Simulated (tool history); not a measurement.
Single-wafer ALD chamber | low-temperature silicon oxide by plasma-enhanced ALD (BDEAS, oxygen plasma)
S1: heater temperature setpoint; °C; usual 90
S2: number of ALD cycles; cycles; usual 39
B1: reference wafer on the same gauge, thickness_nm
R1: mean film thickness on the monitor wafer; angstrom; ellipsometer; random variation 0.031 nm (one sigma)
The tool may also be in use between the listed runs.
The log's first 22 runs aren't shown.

{"run": 23, "day": 78.308, "S1": 105, "S2": 45, "B1": 5.84, "R1": 66.89}
{"run": 24, "day": 81.088, "S1": 90, "S2": 39, "B1": 5.838, "R1": 59.9}
{"run": 25, "day": 83.829, "S1": 76, "S2": 34, "B1": 5.84, "R1": 55.03}
{"run": 26, "day": 87.642, "S1": 102, "S2": 42, "B1": 5.837, "R1": 62.37}
{"run": 27, "day": 89.975, "S1": 90, "S2": 39, "B1": 5.842, "R1": 60.08}
{"run": 28, "day": 92.154, "S1": 90, "S2": 46, "B1": 5.839, "R1": 70.64}
{"run": 29, "day": 95.079, "S1": 90, "S2": 39, "B1": 5.845, "R1": 59.91}
{"run": 30, "day": 102.458, "S1": 96, "S2": 39, "B1": 5.843, "R1": 58.75}
{"run": 31, "day": 105.383, "S1": 87, "S2": 39, "B1": 5.843, "R1": 61.21}

5 ways to go on from here, each from the tool as it stands after run 31. What would each give?
{"run": "A", "day": 105.404, "S1": 86, "S2": 39, "B1": "?", "R1": "?"}
{"run": "B", "day": 105.404, "S1": 79, "S2": 47, "B1": "?", "R1": "?"}
{"run": "C", "day": 105.404, "S1": 96, "S2": 36, "B1": "?", "R1": "?"}
{"run": "D", "day": 105.404, "S1": 90, "S2": 34, "B1": "?", "R1": "?"}
{"run": "E", "day": 105.404, "S1": 104, "S2": 35, "B1": "?", "R1": "?"}

run=A B1=5.838 R1=60.90
run=B B1=5.838 R1=74.95
run=C B1=5.838 R1=54.51
run=D B1=5.838 R1=52.45
run=E B1=5.838 R1=51.89
Without the tool's hidden state the same runs would have given:
run=A R1=60.90
run=B R1=74.95
run=C R1=54.51
run=D R1=52.45
run=E R1=51.89
